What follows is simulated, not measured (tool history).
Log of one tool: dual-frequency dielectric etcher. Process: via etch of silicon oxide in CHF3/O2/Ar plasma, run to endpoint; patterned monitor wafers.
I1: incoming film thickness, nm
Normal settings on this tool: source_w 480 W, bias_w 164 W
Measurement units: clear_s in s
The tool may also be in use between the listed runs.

run 1 hour=0 | source_w=480 bias_w=164 | I1=622.8 | clear_s=360.9
run 2 hour=52 | source_w=480 bias_w=164 | I1=619.6 | clear_s=360.1
run 3 hour=99.9 | source_w=480 bias_w=164 | I1=621.7 | clear_s=360.6
run 4 hour=145.7 | source_w=480 bias_w=188 | I1=621.3 | clear_s=346.5
run 5 hour=183.8 | source_w=480 bias_w=188 | I1=618.8 | clear_s=343.4
run 6 hour=221.5 | source_w=480 bias_w=188 | I1=615.7 | clear_s=343.8
run 7 hour=253.4 | source_w=480 bias_w=164 | I1=624 | clear_s=365.6
run 8 hour=310.8 | source_w=480 bias_w=164 | I1=619.2 | clear_s=363.3
-- hour=348.1 upper electrode replaced
run 9 hour=349.5 | source_w=480 bias_w=164 | I1=630.9 | clear_s=369.2
-- hour=398.5 source power generator calibrated
-- hour=411.1 wet clean of the chamber
run 10 hour=411.6 | source_w=480 bias_w=164 | I1=619 | clear_s=351
run 11 hour=466.6 | source_w=590 bias_w=204 | I1=625.6 | clear_s=305.4
-- hour=471.2 bias power generator calibrated
run 12 hour=525.3 | source_w=510 bias_w=146 | I1=624.3 | clear_s=362.6

For run 13, what comes out?
run 13 hour=588.3 | source_w=480 bias_w=164 | I1=621.4 | clear_s=?

Logged for run 13: clear_s 357.4 s.
With no hidden state in the tool, this same run would have given clear_s 353.5 s.
